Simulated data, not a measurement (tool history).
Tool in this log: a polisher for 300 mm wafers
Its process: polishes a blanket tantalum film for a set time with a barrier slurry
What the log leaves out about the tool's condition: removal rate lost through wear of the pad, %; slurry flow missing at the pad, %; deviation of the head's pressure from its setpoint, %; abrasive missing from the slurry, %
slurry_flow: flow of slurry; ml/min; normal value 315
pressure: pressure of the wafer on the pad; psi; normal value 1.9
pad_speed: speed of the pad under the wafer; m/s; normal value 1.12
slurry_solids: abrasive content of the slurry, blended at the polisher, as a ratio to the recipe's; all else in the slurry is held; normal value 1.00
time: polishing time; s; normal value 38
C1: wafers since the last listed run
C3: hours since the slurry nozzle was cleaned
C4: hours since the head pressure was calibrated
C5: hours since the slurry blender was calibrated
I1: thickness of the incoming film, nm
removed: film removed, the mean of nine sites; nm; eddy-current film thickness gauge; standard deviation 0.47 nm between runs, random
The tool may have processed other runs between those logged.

Run 1, hour 0.0: usual settings but pad_speed 0.86 m/s, time 48 s; C1 0; wafers polished on this pad 1440; C3 706.9; C4 205.8; C5 122.0; I1 211.3. Result: removed 67.4 nm.
At hour 37.4: slurry nozzle cleaned.
Run 2, hour 72.8: usual settings but pad_speed 0.86 m/s, time 48 s; C1 832; wafers polished on this pad 2273; C3 35.4; C4 278.6; C5 194.8; I1 205.4. Result: removed 70.5 nm.
At hour 114.3: slurry blender recalibrated.
At hour 158.8: worn pad replaced by a new one.
Run 3, hour 159.3: usual settings; C1 933; wafers polished on this pad 5; C3 121.9; C4 365.1; C5 45.0; I1 213.9. Result: removed 73.1 nm.
Run 4, hour 221.5: usual settings; C1 721; wafers polished on this pad 727; C3 184.1; C4 427.3; C5 107.2; I1 208.0. Result: removed 71.5 nm.
Run 5, hour 274.8: usual settings; C1 618; wafers polished on this pad 1345; C3 237.4; C4 480.6; C5 160.5; I1 210.1. Result: removed 70.6 nm.
Run 6, hour 321.3: usual settings; C1 539; wafers polished on this pad 1884; C3 283.9; C4 527.1; C5 207.0; I1 211.9. Result: removed 70.7 nm.
Run 7, hour 382.1: usual settings but slurry_solids 0.80; C1 705; wafers polished on this pad 2590; C3 344.7; C4 587.9; C5 267.8; I1 207.7. Result: removed 65.7 nm.
At hour 392.8: worn pad replaced by a new one.
At hour 395.8: slurry blender recalibrated.
At hour 430.4: head pressure recalibrated.
Run 8, hour 489.0: usual settings but pressure 1.5 psi, slurry_solids 1.05; C1 1147; wafers polished on this pad 1069; C3 451.6; C4 58.6; C5 93.2; I1 207.8. Result: removed 61.1 nm.
Run 9, hour 533.5: usual settings but pressure 1.5 psi, slurry_solids 1.05; C1 516; wafers polished on this pad 1585; C3 496.1; C4 103.1; C5 137.7; I1 208.5. Result: removed 61.2 nm.
Run 10, hour 627.1: usual settings but pressure 1.6 psi, pad_speed 0.88 m/s, slurry_solids 0.75, time 48 s; C1 1085; wafers polished on this pad 2671; C3 589.7; C4 196.7; C5 231.3; I1 211.1. Result: removed 56.6 nm.
At hour 646.0: worn pad replaced by a new one.
At hour 653.2: slurry blender recalibrated.
Run 11, hour 725.2: usual settings but pressure 1.3 psi, time 27 s; C1 1068; wafers polished on this pad 896; C3 687.8; C4 294.8; C5 72.0; I1 210.2. Result: removed 39.1 nm.
At hour 791.5: slurry nozzle cleaned.
Run 12, hour 800.2: usual settings but slurry_flow 345 ml/min, pressure 2.4 psi, slurry_solids 0.85; C1 858; wafers polished on this pad 1754; C3 8.7; C4 369.8; C5 147.0; I1 207.1. Result: removed 82.5 nm.
Run 13, hour 883.9: usual settings; C1 971; wafers polished on this pad 2725; C3 92.4; C4 453.5; C5 230.7; I1 211.2. Result: removed 72.8 nm.
At hour 894.3: worn pad replaced by a new one.
At hour 901.2: slurry blender recalibrated.
Run 14, hour 974.7: usual settings but pressure 2.5 psi, pad_speed 0.76 m/s; C1 983; wafers polished on this pad 909; C3 183.2; C4 544.3; C5 73.5; I1 210.9. Result: removed 59.1 nm.
At hour 1035.5: head pressure recalibrated.
Run 15, hour 1048.8: usual settings but time 51 s; C1 836; wafers polished on this pad 1746; C3 257.3; C4 13.3; C5 147.6; I1 207.1. Result: removed 96.4 nm.
Run 16, hour 1104.4: usual settings but pressure 1.4 psi, time 42 s; C1 645; wafers polished on this pad 2391; C3 312.9; C4 68.9; C5 203.2; I1 211.4. Result: removed 65.3 nm.
At hour 1133.8: worn pad replaced by a new one.
Run 17, hour 1162.6: usual settings but slurry_flow 240 ml/min, time 46 s; C1 628; wafers polished on this pad 334; C3 371.1; C4 127.1; C5 261.4; I1 212.8. Result: removed 82.4 nm.
At hour 1184.7: slurry blender recalibrated.
Run 18, hour 1311.3: usual settings but slurry_flow 225 ml/min, time 33 s; C1 1701; wafers polished on this pad 2036; C3 519.8; C4 275.8; C5 126.6; I1 210.6. Result: removed 57.0 nm.

Alternative continuations, all from the tool just after run 18; predict every row:
Run A, hour 1311.7: usual settings; C1 4; wafers polished on this pad 2040; C3 520.2; C4 276.2; C5 127.0; I1 209.6. Result: removed ?.
Run B, hour 1311.7: usual settings but slurry_flow 215 ml/min, pressure 2.4 psi, slurry_solids 1.30, time 42 s; C1 4; wafers polished on this pad 2040; C3 520.2; C4 276.2; C5 127.0; I1 209.6. Result: removed ?.
Run C, hour 1311.7: usual settings but slurry_flow 385 ml/min, pressure 2.4 psi, slurry_solids 0.80, time 47 s; C1 4; wafers polished on this pad 2040; C3 520.2; C4 276.2; C5 127.0; I1 209.6. Result: removed ?.

run  removed
  A     69.7
  B     89.5
  C     96.8
Had the tool no hidden state, the same runs would have come out as:
run  removed
  A     73.5
  B     96.8
  C    101.0
